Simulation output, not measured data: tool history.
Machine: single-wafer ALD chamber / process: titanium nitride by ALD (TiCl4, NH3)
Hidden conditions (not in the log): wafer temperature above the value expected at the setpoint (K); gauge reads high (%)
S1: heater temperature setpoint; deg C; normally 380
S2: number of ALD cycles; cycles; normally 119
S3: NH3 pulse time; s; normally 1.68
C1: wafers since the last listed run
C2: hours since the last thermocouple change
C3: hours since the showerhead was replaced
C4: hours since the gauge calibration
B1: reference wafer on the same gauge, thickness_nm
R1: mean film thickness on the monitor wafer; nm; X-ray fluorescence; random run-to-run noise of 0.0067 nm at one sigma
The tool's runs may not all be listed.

run   hour   S1   S2    S3   C1      C2      C3     C4     B1     R1
  1    0.0  380  119  1.68    0  1855.4  5526.6    8.4  3.139  2.690
  2   18.2  380  119  1.68   38  1873.6  5544.8   26.6  3.138  2.686
  3   33.8  386  119  1.68   32  1889.2  5560.4   42.2  3.139  2.698
  4   47.0  386  119  1.68   27  1902.4  5573.6   55.4  3.138  2.692
  5   70.0  380  119  1.68   48  1925.4  5596.6   78.4  3.142  2.674
  6  101.2  380  119  1.68   65  1956.6  5627.8  109.6  3.143  2.686
  7  121.6  380  119  1.68   42  1977.0  5648.2  130.0  3.140  2.681
  8  136.5  380  119  1.68   31  1991.9  5663.1  144.9  3.149  2.694
  9  171.1  380  119  1.68   72  2026.5  5697.7  179.5  3.153  2.711
 10  199.6  380  119  1.68   59  2055.0  5726.2  208.0  3.155  2.704
     274.6  -- showerhead replaced
     278.4  -- thermocouple changed; heater temperature recalibrated
 11  278.9  371  119  2.04  141     0.5     4.3  287.3  3.174  2.721
 12  286.4  391  130  1.44   15     8.0    11.8  294.8  3.173  2.982
 13  315.5  380  119  1.68   60    37.1    40.9  323.9  3.180  2.721
     322.7  -- gauge calibrated
 14  347.5  375  119  2.05   67    69.1    72.9   24.8  3.136  2.690
 15  360.3  384  107  1.07   26    81.9    85.7   37.6  3.134  2.347
 16  372.8  380  119  1.68   26    94.4    98.2   50.1  3.137  2.692
 17  399.7  380  119  1.68   56   121.3   125.1   77.0  3.139  2.690
 18  415.4  372  119  2.35   32   137.0   140.8   92.7  3.137  2.709
 19  429.7  368  102  1.21   29   151.3   155.1  107.0  3.145  2.207
 20  450.1  374  104  2.11   42   171.7   175.5  127.4  3.141  2.383

Below, some changes in R1 between adjacent runs. For each, the amount present without the hidden state too (settings, incoming material, random variation) and the amount remaining for the hidden state with gauge scatter not shared by both compared results:
Run 10 -> 11: S1 380 -> 371, S3 1.68 -> 2.04, showerhead replaced, thermocouple changed; heater temperature recalibrated. R1 +0.017 nm: hidden state +0.015, all else +0.002.
Run 13 -> 14: S1 380 -> 375, S3 1.68 -> 2.05, gauge calibrated. R1 -0.031 nm: hidden state -0.040, all else +0.009.
Run 15 -> 16: S1 384 -> 380, S2 107 -> 119, S3 1.07 -> 1.68. R1 +0.345 nm: hidden state +0.001, all else +0.344.
Run 18 -> 19: S1 372 -> 368, S2 119 -> 102, S3 2.35 -> 1.21. R1 -0.502 nm: hidden state +0.000, all else -0.502.
